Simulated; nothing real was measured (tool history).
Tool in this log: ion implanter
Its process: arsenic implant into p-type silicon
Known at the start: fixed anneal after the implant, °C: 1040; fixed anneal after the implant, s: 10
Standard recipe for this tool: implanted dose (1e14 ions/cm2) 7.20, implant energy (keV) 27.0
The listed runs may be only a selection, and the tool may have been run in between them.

run	hour	implanted dose (1e14 ions/cm2)	implant energy (keV)	wafers since the last listed run	hours since the last dose calibration	hours since the extraction supply was calibrated	hours since the gauge calibration	read-back reference wafer on the same gauge, sheet resistance	sheet resistance of the implanted and annealed layer (ohm/square)
1	0.0	7.20	33.0	0	2172.2	2326.4	864.8	133.97	139.51
2	47.9	7.20	33.0	950	2220.1	2374.3	912.7	134.02	139.38
3	95.8	7.20	27.0	950	2268.0	2422.2	960.6	134.00	144.31
4	144.3	7.20	22.0	962	2316.5	2470.7	1009.1	134.12	148.94
5	208.9	7.20	27.0	1281	2381.1	2535.3	1073.7	134.05	144.45
6	240.0	7.20	27.0	616	2412.2	2566.4	1104.8	133.95	144.39
7	270.5	7.20	27.0	604	2442.7	2596.9	1135.3	134.03	144.77
8	303.2	7.20	21.5	648	2475.4	2629.6	1168.0	134.06	150.79
# hour 347.9: extraction supply calibrated
9	348.6	7.20	21.5	741	2520.8	0.7	1213.4	133.98	150.55
10	418.2	8.06	27.0	1380	2590.4	70.3	1283.0	134.05	133.94
# hour 454.4: gauge calibrated
11	510.0	6.40	35.5	1820	2682.2	162.1	55.6	134.02	150.57
# hour 521.4: Faraday cup replaced and dose calibrated
12	579.5	8.15	23.5	1219	58.1	231.6	125.1	133.98	136.59
13	636.6	8.13	31.0	1132	115.2	288.7	182.2	133.96	129.63
14	669.1	6.62	30.5	644	147.7	321.2	214.7	134.02	151.10

What does the tool deliver on the next run?
15	728.2	9.24	21.0	1172	206.8	380.3	273.8	?	?

{"run 15": {"read-back reference wafer on the same gauge, sheet resistance": 133.95, "sheet resistance of the implanted and annealed layer (ohm/square)": 129.03}}
The same run, on a tool lacking any hidden state, would have yielded sheet resistance of the implanted and annealed layer (ohm/square) 129.03.
